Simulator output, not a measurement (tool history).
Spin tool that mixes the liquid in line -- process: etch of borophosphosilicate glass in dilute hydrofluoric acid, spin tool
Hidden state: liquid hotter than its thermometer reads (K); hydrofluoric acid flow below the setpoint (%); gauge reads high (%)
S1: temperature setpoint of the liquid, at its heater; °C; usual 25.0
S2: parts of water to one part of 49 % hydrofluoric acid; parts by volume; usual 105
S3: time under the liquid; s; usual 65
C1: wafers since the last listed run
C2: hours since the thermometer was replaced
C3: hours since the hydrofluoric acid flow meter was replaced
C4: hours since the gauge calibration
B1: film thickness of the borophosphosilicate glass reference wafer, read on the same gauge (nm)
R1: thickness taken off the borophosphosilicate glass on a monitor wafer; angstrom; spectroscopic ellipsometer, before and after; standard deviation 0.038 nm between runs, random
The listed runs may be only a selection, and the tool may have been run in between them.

run   hour    S1   S2  S3   C1      C2      C3     C4     B1     R1
  1    0.0  25.0  105  65    0  2420.5  2363.1    2.1  60.00  161.8
  2    8.7  25.0  105  65  108  2429.2  2371.8   10.8  59.99  161.6
  3   19.3  25.0  105  65  132  2439.8  2382.4   21.4  60.01  161.5
  4   27.1  25.0  105  65   97  2447.6  2390.2   29.2  60.03  161.9
  5   34.7  25.0  105  65   94  2455.2  2397.8   36.8  59.98  161.3
  6   45.6  28.0  105  65  136  2466.1  2408.7   47.7  59.98  180.6
      47.8  -- thermometer replaced
  7   52.0  28.0  105  65   67     4.2  2415.1   54.1  60.03  180.0
  8   60.7  25.0  105  65  108    12.9  2423.8   62.8  59.98  161.1
      63.6  -- hydrofluoric acid flow meter replaced
  9   70.3  25.0  105  65  107    22.5     6.7   72.4  60.00  188.4
 10   85.3  29.5   80  80  187    37.5    21.7   87.4  60.02  374.4
 11  101.3  21.5  105  75  199    53.5    37.7  103.4  60.03  189.2
     104.1  -- gauge calibrated
 12  118.5  30.0  140  85  214    70.7    54.9   14.4  60.02  212.9
 13  126.7  25.0  105  65  102    78.9    63.1   22.6  59.97  188.2
 14  136.8  29.5  130  35  126    89.0    73.2   32.7  59.99   93.7

Here are 3 independent what-if runs from the current tool condition. What would each one return?
  A  137.2  25.0  105  65   4  89.4  73.6  33.1   ?   ?
  B  137.2  21.0  120  85   4  89.4  73.6  33.1   ?   ?
  C  137.2  21.5  105  65   4  89.4  73.6  33.1   ?   ?

run     B1     R1
  A  60.01  187.8
  B  60.01  180.2
  C  60.01  163.4
With no hidden state in the tool, these same runs would have given:
run     R1
  A  189.8
  B  182.1
  C  165.2
